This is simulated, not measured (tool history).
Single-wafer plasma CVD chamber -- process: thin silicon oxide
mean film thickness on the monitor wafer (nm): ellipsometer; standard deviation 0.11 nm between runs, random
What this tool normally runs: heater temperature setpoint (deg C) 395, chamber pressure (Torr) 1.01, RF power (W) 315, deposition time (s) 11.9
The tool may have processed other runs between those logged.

run	hour	heater temperature setpoint (deg C)	chamber pressure (Torr)	RF power (W)	deposition time (s)	wafers since the last listed run	hours since the last thermocouple change	hours since the last RF generator calibration	hours since the last manometer calibration	hours since the showerhead was replaced	hours since the gauge calibration	read-back reference wafer on the same gauge, thickness_nm	mean film thickness on the monitor wafer (nm)
1	0	395	1.01	315	11.9	0	1707.4	765.1	1339.2	4143.2	275	25.625	26.698
2	25.7	395	1.01	315	11.9	755	1733.1	790.8	1364.9	4168.9	300.7	25.599	26.51
3	40.5	402	1.01	315	11.9	434	1747.9	805.6	1379.7	4183.7	315.5	25.587	26.247
4	69.5	402	1.01	315	11.9	852	1776.9	834.6	1408.7	4212.7	344.5	25.584	26.487
5	95.8	395	1.01	315	11.9	772	1803.2	860.9	1435	4239	370.8	25.61	26.6
# hour 116.8: showerhead replaced
6	124.2	395	1.01	315	11.9	599	1831.6	889.3	1463.4	7.4	399.2	25.605	26.536
7	143.4	395	1.01	290	11.9	564	1850.8	908.5	1482.6	26.6	418.4	25.616	26.2
8	175.6	395	1.01	290	11.9	946	1883	940.7	1514.8	58.8	450.6	25.599	26.344
9	198.7	395	1.01	290	11.9	678	1906.1	963.8	1537.9	81.9	473.7	25.584	26.355
10	226.7	395	1.01	315	11.9	822	1934.1	991.8	1565.9	109.9	501.7	25.58	26.721
11	248.8	391	1.15	300	10	649	1956.2	1013.9	1588	132	523.8	25.615	23.913
12	269.6	405	1.01	315	11.9	611	1977	1034.7	1608.8	152.8	544.6	25.608	26.648
13	304.2	383	0.85	295	14.1	1016	2011.6	1069.3	1643.4	187.4	579.2	25.588	28.11
# hour 314.7: thermocouple changed; heater temperature recalibrated
# hour 337.4: gauge calibrated
14	339.3	409	1.18	265	11.9	796	24.6	1104.4	1678.5	222.5	1.9	25.596	27.749
15	357.7	381	1.01	315	10.1	540	43	1122.8	1696.9	240.9	20.3	25.614	22.767
# hour 380: capacitance manometer re-zeroed and calibrated
# hour 398.4: RF generator calibrated
16	398.9	395	1.01	315	11.9	740	84.2	0.5	18.9	282.1	61.5	25.616	24.083
17	430.9	395	1.01	315	13.4	940	116.2	32.5	50.9	314.1	93.5	25.596	26.998
18	449.1	395	1.2	315	11.9	534	134.4	50.7	69.1	332.3	111.7	25.586	27.188
19	472.4	384	1.19	265	13.9	684	157.7	74	92.4	355.6	135	25.604	30.125
20	487.7	395	1.01	315	11.9	449	173	89.3	107.7	370.9	150.3	25.605	24.163
21	519.7	395	1.23	315	11.9	940	205	121.3	139.7	402.9	182.3	25.605	27.484
22	536.9	395	1.01	315	11.9	505	222.2	138.5	156.9	420.1	199.5	25.579	24.02
23	571.3	395	0.82	315	10.1	1010	256.6	172.9	191.3	454.5	233.9	25.608	17.486
# hour 595.2: capacitance manometer re-zeroed and calibrated, repeated, since the last time left the tool worse
24	595.7	395	1.01	315	11.9	481	281	197.3	0.5	478.9	258.3	25.598	25.997
25	630.1	405	1.13	315	11.9	1010	315.4	231.7	34.9	513.3	292.7	25.606	27.467
26	659.3	395	1.01	315	11.9	857	344.6	260.9	64.1	542.5	321.9	25.596	25.927
27	679.4	395	1.01	365	11.9	590	364.7	281	84.2	562.6	342	25.61	27.017
28	695.9	405	1.13	355	11.9	484	381.2	297.5	100.7	579.1	358.5	25.609	28.333
29	717.4	395	1.01	295	11	631	402.7	319	122.2	600.6	380	25.6	23.566

Hidden state or all else? Some run-to-run changes of mean film thickness on the monitor wafer (nm), split into what the settings, what came in and random variation would give without the hidden state, and what is left for the hidden state (with any gauge scatter that isn't in both results):
Hidden state present: wafer temperature above the value expected at the setpoint (K); delivered RF power above the setpoint (%); true pressure above the setpoint (%); gauge reads high (%).
Run 15 -> 16: heater temperature setpoint (deg C) 381 -> 395, deposition time (s) 10.1 -> 11.9, capacitance manometer re-zeroed and calibrated, RF generator calibrated. mean film thickness on the monitor wafer (nm) +1.316: hidden state -2.562, all else +3.878.
Run 22 -> 23: chamber pressure (Torr) 1.01 -> 0.82, deposition time (s) 11.9 -> 10.1. mean film thickness on the monitor wafer (nm) -6.534: hidden state +0.239, all else -6.773.
Run 23 -> 24: chamber pressure (Torr) 0.82 -> 1.01, deposition time (s) 10.1 -> 11.9, capacitance manometer re-zeroed and calibrated, repeated, since the last time left the tool worse. mean film thickness on the monitor wafer (nm) +8.511: hidden state +1.548, all else +6.963.
